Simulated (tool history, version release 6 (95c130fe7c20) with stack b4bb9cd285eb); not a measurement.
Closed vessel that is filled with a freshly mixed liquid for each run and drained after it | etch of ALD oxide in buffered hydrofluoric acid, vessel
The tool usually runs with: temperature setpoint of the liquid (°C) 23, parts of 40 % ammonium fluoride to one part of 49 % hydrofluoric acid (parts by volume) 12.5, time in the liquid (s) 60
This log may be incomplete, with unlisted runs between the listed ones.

| run | day | temperature setpoint of the liquid (°C) | parts of 40 % ammonium fluoride to one part of 49 % hydrofluoric acid (parts by volume) | time in the liquid (s) | wafers since the last listed run | hours since the thermometer was replaced | hours since the hydrofluoric acid flow meter was replaced | hours since the gauge calibration | read-back film thickness of the ALD oxide reference wafer, read on the same gauge (nm) | thickness taken off the ALD oxide on a monitor wafer (angstrom) |
|---|---|---|---|---|---|---|---|---|---|---|
| 1 | 0 | 23 | 12.5 | 60 | 0 | 1221.4 | 739.2 | 1.3 | 70.01 | 1309.1 |
| 2 | 1.554 | 23 | 12.5 | 60 | 3238 | 1258.7 | 776.5 | 38.6 | 69.98 | 1278.3 |
| 3 | 3.896 | 23 | 12.5 | 60 | 4879 | 1314.9 | 832.7 | 94.8 | 70 | 1290.2 |
| 4 | 7.25 | 20 | 12.5 | 75 | 6988 | 1395.4 | 913.2 | 175.3 | 70.01 | 1369.2 |
| 5 | 9.212 | 20 | 12.5 | 75 | 4089 | 1442.5 | 960.3 | 222.4 | 70 | 1374.5 |
| 6 | 13.538 | 20 | 12.5 | 75 | 9011 | 1546.3 | 1064.1 | 326.2 | 70 | 1363.8 |
| 7 | 17.588 | 23 | 11 | 40 | 8438 | 1643.5 | 1161.3 | 423.4 | 70 | 980 |
| 8 | 19.288 | 23 | 11 | 40 | 3542 | 1684.3 | 1202.1 | 464.2 | 70 | 979.8 |
| 9 | 20.875 | 21.5 | 12.5 | 60 | 3307 | 1722.4 | 1240.2 | 502.3 | 70 | 1186.5 |
| 10 | 22.692 | 23 | 12.5 | 85 | 3785 | 1766 | 1283.8 | 545.9 | 70 | 1836.1 |
| 11 | 25.138 | 21 | 17 | 90 | 5096 | 1824.7 | 1342.5 | 604.6 | 70 | 1280.7 |
| 12 | 29 | 19 | 12.5 | 60 | 8048 | 1917.4 | 1435.2 | 697.3 | 70.01 | 1027 |
|  | 30.15 | hydrofluoric acid flow meter replaced |
| 13 | 31.288 | 20.5 | 12.5 | 40 | 4679 | 1972.3 | 27.3 | 752.2 | 70 | 754.1 |

Predict the results of run 14:
|  | 31.588 | gauge calibrated |
|  | 34.933 | thermometer replaced |
| 14 | 35.696 | 28 | 9.5 | 60 | 9098 | 18.3 | 133.1 | 98.6 | ? | ? |

{"run 14": {"read-back film thickness of the ALD oxide reference wafer, read on the same gauge (nm)": 70.02, "thickness taken off the ALD oxide on a monitor wafer (angstrom)": 2208.2}}
With no hidden state in the tool, this same run would have given thickness taken off the ALD oxide on a monitor wafer (angstrom) 2208.2.
